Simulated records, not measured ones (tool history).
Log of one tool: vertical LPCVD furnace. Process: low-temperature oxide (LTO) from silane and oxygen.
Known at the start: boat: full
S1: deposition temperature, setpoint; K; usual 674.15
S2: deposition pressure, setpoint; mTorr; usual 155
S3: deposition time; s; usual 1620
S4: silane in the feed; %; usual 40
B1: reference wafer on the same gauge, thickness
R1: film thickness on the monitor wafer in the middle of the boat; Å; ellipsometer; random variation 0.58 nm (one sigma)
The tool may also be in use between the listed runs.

| run | hour | S1 | S2 | S3 | S4 | B1 | R1 |
|---|---|---|---|---|---|---|---|
| 1 | 0 | 674.15 | 155 | 1620 | 40 | 174.95 | 1887.4 |
| 2 | 30.2 | 674.15 | 155 | 1620 | 40 | 175.11 | 1884.3 |
|  | 37.5 | gauge calibrated |
| 3 | 62.6 | 674.15 | 155 | 1620 | 40 | 174.97 | 1887.6 |
| 4 | 83.9 | 674.15 | 155 | 1620 | 40 | 175.06 | 1878.8 |
| 5 | 104.9 | 674.15 | 155 | 1620 | 40 | 175.22 | 1889.5 |
| 6 | 128.4 | 682.15 | 155 | 1620 | 43 | 175 | 2236.6 |
| 7 | 159.8 | 674.15 | 155 | 1620 | 40 | 175.05 | 1887.2 |
| 8 | 190.3 | 674.15 | 155 | 1620 | 40 | 174.88 | 1898.9 |
| 9 | 217.5 | 674.15 | 155 | 1620 | 40 | 175.08 | 1889.3 |
| 10 | 236 | 674.15 | 155 | 1140 | 40 | 174.82 | 1329.2 |
| 11 | 250.3 | 674.15 | 155 | 1140 | 40 | 175.12 | 1332.7 |
| 12 | 282.9 | 674.15 | 155 | 1140 | 40 | 174.95 | 1333.9 |
| 13 | 295 | 674.15 | 155 | 1620 | 40 | 175.13 | 1907.2 |
|  | 343.2 | silane flow controller replaced |
| 14 | 374.4 | 674.15 | 155 | 1620 | 40 | 175.11 | 1900.1 |
| 15 | 406.4 | 668.15 | 155 | 1620 | 40 | 174.96 | 1782.8 |
| 16 | 434.9 | 674.15 | 155 | 1620 | 40 | 175.01 | 1903.8 |
| 17 | 469.1 | 674.15 | 165 | 1620 | 40 | 174.91 | 2028.1 |
| 18 | 487.9 | 674.15 | 155 | 1050 | 40 | 174.92 | 1234.9 |
|  | 519.9 | pressure gauge zeroed |
| 19 | 520.4 | 674.15 | 170 | 1620 | 47 | 175 | 2412.9 |
|  | 564.9 | thermocouples replaced and temperature profile calibrated |
| 20 | 565.4 | 681.15 | 125 | 1620 | 46 | 174.9 | 1863.8 |
|  | 630.7 | gauge calibrated |
| 21 | 634.3 | 665.15 | 155 | 1050 | 46 | 175.06 | 1260.6 |
| 22 | 657.2 | 674.15 | 155 | 1620 | 40 | 175.23 | 1835.6 |
| 23 | 686.3 | 685.15 | 165 | 1620 | 45 | 175.2 | 2495.6 |
| 24 | 720.9 | 666.15 | 155 | 2220 | 45 | 175.13 | 2638.8 |
| 25 | 747.7 | 674.15 | 155 | 1620 | 40 | 174.86 | 1845.8 |
| 26 | 767.3 | 674.15 | 130 | 1620 | 40 | 175.02 | 1539.1 |
| 27 | 791.2 | 674.15 | 155 | 1620 | 40 | 174.68 | 1842.2 |
| 28 | 811.3 | 674.15 | 155 | 1620 | 40 | 175.06 | 1848.3 |
| 29 | 841.6 | 679.15 | 140 | 2190 | 42 | 175.15 | 2498.1 |
| 30 | 859 | 674.15 | 135 | 2010 | 36 | 174.89 | 1746.3 |
| 31 | 882 | 674.15 | 155 | 1620 | 40 | 175.1 | 1842.5 |

4 ways to go on from here, each from the tool as it stands after run 31. What would each give?
| A | 886 | 674.15 | 155 | 1620 | 36 | ? | ? |
| B | 886 | 678.15 | 165 | 1950 | 32 | ? | ? |
| C | 886 | 674.15 | 170 | 1620 | 35 | ? | ? |
| D | 886 | 674.15 | 180 | 1020 | 40 | ? | ? |

| run | B1 | R1 |
|---|---|---|
| A | 174.79 | 1613.1 |
| B | 174.79 | 1844.9 |
| C | 174.79 | 1705 |
| D | 174.79 | 1345.6 |
Without the tool's hidden state the same runs would have given:
| run | R1 |
|---|---|
| A | 1616.4 |
| B | 1848.4 |
| C | 1708.2 |
| D | 1348 |
